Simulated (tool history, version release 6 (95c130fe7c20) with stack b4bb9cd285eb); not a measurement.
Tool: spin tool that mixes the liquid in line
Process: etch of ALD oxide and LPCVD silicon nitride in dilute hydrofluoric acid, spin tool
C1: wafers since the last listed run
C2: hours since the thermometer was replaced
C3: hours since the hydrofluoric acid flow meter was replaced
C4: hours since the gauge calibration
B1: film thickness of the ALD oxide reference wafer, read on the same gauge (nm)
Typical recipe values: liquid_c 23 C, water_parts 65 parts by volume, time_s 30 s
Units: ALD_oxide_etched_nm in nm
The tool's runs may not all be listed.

{"run": 1, "hour": 0.0, "liquid_c": 25.5, "water_parts": 65, "time_s": 30, "C1": 0, "C2": 1372.9, "C3": 1184.3, "C4": 358.6, "B1": 90.02, "ALD_oxide_etched_nm": 16.85}
{"run": 2, "hour": 42.9, "liquid_c": 25.5, "water_parts": 65, "time_s": 30, "C1": 486, "C2": 1415.8, "C3": 1227.2, "C4": 401.5, "B1": 89.97, "ALD_oxide_etched_nm": 16.81}
{"run": 3, "hour": 115.2, "liquid_c": 23, "water_parts": 65, "time_s": 20, "C1": 819, "C2": 1488.1, "C3": 1299.5, "C4": 473.8, "B1": 89.99, "ALD_oxide_etched_nm": 10.2}
{"run": 4, "hour": 180.1, "liquid_c": 23, "water_parts": 65, "time_s": 20, "C1": 735, "C2": 1553, "C3": 1364.4, "C4": 538.7, "B1": 90.02, "ALD_oxide_etched_nm": 10.21}
{"run": 5, "hour": 218.2, "liquid_c": 23, "water_parts": 50, "time_s": 30, "C1": 432, "C2": 1591.1, "C3": 1402.5, "C4": 576.8, "B1": 89.96, "ALD_oxide_etched_nm": 20.29}
{"run": 6, "hour": 323.9, "liquid_c": 23, "water_parts": 50, "time_s": 30, "C1": 1198, "C2": 1696.8, "C3": 1508.2, "C4": 682.5, "B1": 89.96, "ALD_oxide_etched_nm": 20.11}
{"run": 7, "hour": 381.1, "liquid_c": 23, "water_parts": 65, "time_s": 25, "C1": 648, "C2": 1754, "C3": 1565.4, "C4": 739.7, "B1": 89.98, "ALD_oxide_etched_nm": 12.84}
{"run": 8, "hour": 465.5, "liquid_c": 23, "water_parts": 65, "time_s": 25, "C1": 957, "C2": 1838.4, "C3": 1649.8, "C4": 824.1, "B1": 89.99, "ALD_oxide_etched_nm": 12.87}
{"run": 9, "hour": 535.8, "liquid_c": 23, "water_parts": 65, "time_s": 30, "C1": 797, "C2": 1908.7, "C3": 1720.1, "C4": 894.4, "B1": 90.03, "ALD_oxide_etched_nm": 15.42}
{"run": 10, "hour": 588.3, "liquid_c": 23, "water_parts": 65, "time_s": 30, "C1": 595, "C2": 1961.2, "C3": 1772.6, "C4": 946.9, "B1": 90.03, "ALD_oxide_etched_nm": 15.57}
{"hour": 672.9, "done": "gauge calibrated"}
{"run": 11, "hour": 688.7, "liquid_c": 23, "water_parts": 65, "time_s": 30, "C1": 1138, "C2": 2061.6, "C3": 1873, "C4": 15.8, "B1": 89.99, "ALD_oxide_etched_nm": 15.6}
{"run": 12, "hour": 731.0, "liquid_c": 23, "water_parts": 65, "time_s": 30, "C1": 479, "C2": 2103.9, "C3": 1915.3, "C4": 58.1, "B1": 90.06, "ALD_oxide_etched_nm": 15.63}
{"run": 13, "hour": 772.4, "liquid_c": 23, "water_parts": 65, "time_s": 30, "C1": 469, "C2": 2145.3, "C3": 1956.7, "C4": 99.5, "B1": 89.96, "ALD_oxide_etched_nm": 15.78}
{"run": 14, "hour": 839.7, "liquid_c": 23, "water_parts": 65, "time_s": 40, "C1": 763, "C2": 2212.6, "C3": 2024, "C4": 166.8, "B1": 89.98, "ALD_oxide_etched_nm": 20.89}
{"run": 15, "hour": 904.4, "liquid_c": 23, "water_parts": 65, "time_s": 45, "C1": 733, "C2": 2277.3, "C3": 2088.7, "C4": 231.5, "B1": 90.05, "ALD_oxide_etched_nm": 23.7}
{"run": 16, "hour": 986.3, "liquid_c": 23, "water_parts": 65, "time_s": 30, "C1": 928, "C2": 2359.2, "C3": 2170.6, "C4": 313.4, "B1": 89.98, "ALD_oxide_etched_nm": 15.85}
{"hour": 1027.7, "done": "hydrofluoric acid flow meter replaced"}
{"run": 17, "hour": 1093.2, "liquid_c": 23, "water_parts": 65, "time_s": 30, "C1": 1200, "C2": 2466.1, "C3": 65.5, "C4": 420.3, "B1": 89.98, "ALD_oxide_etched_nm": 14.58}
{"run": 18, "hour": 1154.9, "liquid_c": 23, "water_parts": 65, "time_s": 20, "C1": 699, "C2": 2527.8, "C3": 127.2, "C4": 482, "B1": 89.99, "ALD_oxide_etched_nm": 9.85}
{"hour": 1213.8, "done": "thermometer replaced"}
{"run": 19, "hour": 1217.9, "liquid_c": 23, "water_parts": 85, "time_s": 30, "C1": 703, "C2": 4.1, "C3": 190.2, "C4": 545, "B1": 90.03, "ALD_oxide_etched_nm": 10.92}
{"run": 20, "hour": 1315.3, "liquid_c": 23, "water_parts": 65, "time_s": 30, "C1": 1104, "C2": 101.5, "C3": 287.6, "C4": 642.4, "B1": 90, "ALD_oxide_etched_nm": 14.76}
{"run": 21, "hour": 1354.0, "liquid_c": 27, "water_parts": 75, "time_s": 45, "C1": 438, "C2": 140.2, "C3": 326.3, "C4": 681.1, "B1": 90, "ALD_oxide_etched_nm": 22.29}
{"run": 22, "hour": 1431.6, "liquid_c": 23, "water_parts": 65, "time_s": 30, "C1": 879, "C2": 217.8, "C3": 403.9, "C4": 758.7, "B1": 90.04, "ALD_oxide_etched_nm": 14.65}
{"run": 23, "hour": 1471.6, "liquid_c": 21, "water_parts": 90, "time_s": 35, "C1": 453, "C2": 257.8, "C3": 443.9, "C4": 798.7, "B1": 90.02, "ALD_oxide_etched_nm": 11.11}
{"run": 24, "hour": 1592.7, "liquid_c": 27.5, "water_parts": 50, "time_s": 40, "C1": 1373, "C2": 378.9, "C3": 565, "C4": 919.8, "B1": 90, "ALD_oxide_etched_nm": 31.56}
{"run": 25, "hour": 1681.3, "liquid_c": 23, "water_parts": 45, "time_s": 30, "C1": 1004, "C2": 467.5, "C3": 653.6, "C4": 1008.4, "B1": 90.02, "ALD_oxide_etched_nm": 22.01}
{"hour": 1735.8, "done": "gauge calibrated"}
{"run": 26, "hour": 1762.9, "liquid_c": 23, "water_parts": 35, "time_s": 30, "C1": 925, "C2": 549.1, "C3": 735.2, "C4": 27.1, "B1": 90, "ALD_oxide_etched_nm": 29.1}

The tool's hidden state at each run:
liquid hotter than its thermometer reads (K): 0 at every run
gauge reads high (%): 0 at every run
H1: hydrofluoric acid flow above the setpoint (%)
run=1 H1=4.78
run=2 H1=4.94
run=3 H1=5.2
run=4 H1=5.44
run=5 H1=5.58
run=6 H1=5.97
run=7 H1=6.18
run=8 H1=6.49
run=9 H1=6.75
run=10 H1=6.94
run=11 H1=7.31
run=12 H1=7.46
run=13 H1=7.61
run=14 H1=7.86
run=15 H1=8.1
run=16 H1=8.4
run=17 H1=0.801
run=18 H1=1.03
run=19 H1=1.26
run=20 H1=1.62
run=21 H1=1.76
run=22 H1=2.04
run=23 H1=2.19
run=24 H1=2.63
run=25 H1=2.96
run=26 H1=3.26
